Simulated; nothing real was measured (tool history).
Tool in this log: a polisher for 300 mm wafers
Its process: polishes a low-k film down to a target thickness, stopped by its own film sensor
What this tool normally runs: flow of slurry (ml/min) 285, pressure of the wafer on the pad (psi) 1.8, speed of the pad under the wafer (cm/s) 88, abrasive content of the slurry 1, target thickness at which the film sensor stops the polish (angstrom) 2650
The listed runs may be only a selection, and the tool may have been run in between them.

run	day	flow of slurry (ml/min)	pressure of the wafer on the pad (psi)	speed of the pad under the wafer (cm/s)	abrasive content of the slurry	target thickness at which the film sensor stops the polish (angstrom)	wafers since the last listed run	wafers polished on this pad	hours since the slurry nozzle was cleaned	hours since the head pressure was calibrated	hours since the slurry blender was calibrated	hours since the conditioning disc was replaced	incoming thickness of the incoming film, nm	time until the film sensor stopped the polish (s)
1	0	285	2	88	1	2610	0	252	118.8	1090.3	55.2	164.5	308.5	133.5
2	0.958	220	1.8	88	1	2650	171	423	141.8	1113.3	78.2	187.5	310	143.1
# day 1.638: conditioning disc replaced and pad reconditioned
3	2.212	385	2	88	0.75	2650	209	632	171.9	1143.4	108.3	13.8	309	155.8
4	3.358	355	1.8	78	1	2650	204	837	199.4	1170.9	135.8	41.3	315.7	172.2
5	4.483	285	1.8	88	1	2650	201	1038	226.4	1197.9	162.8	68.3	313.3	156.2
6	5.967	285	1.4	88	0.85	2800	265	1303	262	1233.5	198.4	103.9	310.8	149.8
# day 7.379: worn pad replaced by a new one
7	7.458	340	1.8	68	1.1	2730	236	14	297.8	1269.3	234.2	139.7	306	129.2
# day 8.4: slurry blender recalibrated
8	8.475	285	1.8	88	1	2650	166	181	322.2	1293.7	1.8	164.1	313.1	144.7
9	9.05	285	1.8	88	1.15	2650	102	283	336	1307.5	15.6	177.9	309.8	126.3
# day 9.975: conditioning disc replaced and pad reconditioned
10	10.388	285	1.8	88	1	2790	224	507	368.1	1339.6	47.7	9.9	313.4	106.9
11	11.675	315	1.8	88	1	2650	230	738	399	1370.5	78.6	40.8	312	143.3
# day 11.771: slurry nozzle cleaned
# day 12.133: head pressure recalibrated
12	14.612	285	1.6	88	1	2650	502	1240	68.2	59.5	149.1	111.3	310	159.7
13	15.392	285	1.8	94	1	2650	139	1379	86.9	78.2	167.8	130	310.4	138.9
14	16.688	285	1.8	88	1	2650	231	1611	118	109.3	198.9	161.1	306.6	137
# day 16.908: worn pad replaced by a new one
# day 17.062: slurry blender recalibrated
15	17.925	230	1.8	88	1	2550	176	166	147.7	139	20.7	190.8	310.5	173.7
16	18.646	285	2.2	88	1.25	2700	128	295	165	156.3	38	208.1	311.8	94.5
17	19.362	285	1.8	88	1	2650	128	423	182.2	173.5	55.2	225.3	310.2	142.9
# day 20.246: conditioning disc replaced and pad reconditioned
18	20.525	230	1.8	88	1	2650	192	616	210.1	201.4	83.1	6.7	310.4	147.8
19	21.879	285	1.4	98	1.1	2580	241	858	242.6	233.9	115.6	39.2	305.3	163.7
20	22.858	285	1.8	96	1	2650	174	1033	266.1	257.4	139.1	62.7	307.3	124.4
21	23.767	285	1.8	88	1	2770	162	1195	287.9	279.2	160.9	84.5	310.8	108.6
22	24.5	285	1.8	88	1.25	2770	131	1326	305.5	296.8	178.5	102.1	309.5	93.1
23	25.162	285	1.8	88	1.2	2650	118	1445	321.4	312.7	194.4	118	312.5	142
# day 26.05: worn pad replaced by a new one
24	26.196	285	1.3	88	0.75	2650	154	26	346.2	337.5	219.2	142.8	313	282.8

5 options for the next run, each taken on its own from the tool as it stands now. Forecast them:
A	26.217	285	1.8	88	1	2650	3	29	346.7	338	219.7	143.3	311.9	?
B	26.217	285	1.8	76	0.85	2650	3	29	346.7	338	219.7	143.3	311.9	?
C	26.217	285	1.4	76	0.7	2650	3	29	346.7	338	219.7	143.3	311.9	?
D	26.217	285	1.3	72	1	2540	3	29	346.7	338	219.7	143.3	311.9	?
E	26.217	285	1.8	100	1	2530	3	29	346.7	338	219.7	143.3	311.9	?

run	time until the film sensor stopped the polish (s)
A	161.2
B	204.5
C	313.2
D	323.5
E	182.7
Take away the tool's hidden state, keep each run's random variation, and the runs would have read:
run	time until the film sensor stopped the polish (s)
A	145.6
B	182.5
C	275.4
D	292.2
E	165.1

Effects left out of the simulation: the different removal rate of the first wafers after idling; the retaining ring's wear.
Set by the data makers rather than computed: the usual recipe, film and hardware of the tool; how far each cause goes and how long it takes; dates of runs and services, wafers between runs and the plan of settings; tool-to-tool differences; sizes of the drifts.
